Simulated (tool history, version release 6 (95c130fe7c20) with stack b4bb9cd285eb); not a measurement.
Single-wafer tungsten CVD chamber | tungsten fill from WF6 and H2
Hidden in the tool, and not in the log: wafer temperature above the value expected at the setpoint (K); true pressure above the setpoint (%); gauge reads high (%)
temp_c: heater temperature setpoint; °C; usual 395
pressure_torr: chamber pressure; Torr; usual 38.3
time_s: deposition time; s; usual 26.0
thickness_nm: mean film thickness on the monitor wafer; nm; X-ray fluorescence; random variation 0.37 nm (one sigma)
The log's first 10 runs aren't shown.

| run | hour | temp_c | pressure_torr | time_s | wafers since the last listed run | hours since the last thermocouple change | hours since the last manometer calibration | hours since the showerhead was replaced | hours since the gauge calibration | read-back reference wafer on the same gauge, thickness_nm | thickness_nm |
|---|---|---|---|---|---|---|---|---|---|---|---|
| 11 | 1102.9 | 395 | 38.3 | 26.0 | 4518 | 2124.7 | 1241.0 | 5743.4 | 307.3 | 91.966 | 84.284 |
|  | 1153.1 | showerhead replaced |
| 12 | 1183.3 | 395 | 43.0 | 26.0 | 3157 | 2205.1 | 1321.4 | 30.2 | 387.7 | 91.947 | 88.623 |
| 13 | 1259.4 | 407 | 42.0 | 29.9 | 3319 | 2281.2 | 1397.5 | 106.3 | 463.8 | 91.865 | 123.843 |
| 14 | 1327.5 | 395 | 38.3 | 26.0 | 2970 | 2349.3 | 1465.6 | 174.4 | 531.9 | 91.876 | 84.982 |
| 15 | 1392.6 | 395 | 38.3 | 26.0 | 2839 | 2414.4 | 1530.7 | 239.5 | 597.0 | 91.712 | 84.877 |
| 16 | 1445.5 | 385 | 38.3 | 26.0 | 2307 | 2467.3 | 1583.6 | 292.4 | 649.9 | 91.855 | 71.957 |
| 17 | 1491.0 | 404 | 42.2 | 30.8 | 1984 | 2512.8 | 1629.1 | 337.9 | 695.4 | 92.000 | 121.655 |
| 18 | 1542.4 | 406 | 38.3 | 26.0 | 2241 | 2564.2 | 1680.5 | 389.3 | 746.8 | 91.861 | 102.171 |
| 19 | 1588.6 | 395 | 38.3 | 26.0 | 2015 | 2610.4 | 1726.7 | 435.5 | 793.0 | 92.049 | 85.491 |
| 20 | 1678.7 | 399 | 29.5 | 30.7 | 3929 | 2700.5 | 1816.8 | 525.6 | 883.1 | 91.941 | 96.290 |

Run 21 comes next. What will it give?
|  | 1721.8 | thermocouple changed; heater temperature recalibrated |
| 21 | 1734.4 | 395 | 38.3 | 26.0 | 2080 | 12.6 | 1872.5 | 581.3 | 938.8 | ? | ? |

read-back reference wafer on the same gauge, thickness_nm: 91.776
thickness_nm: 88.634 nm
Without the tool's hidden state the same run would have given thickness_nm 86.822 nm.
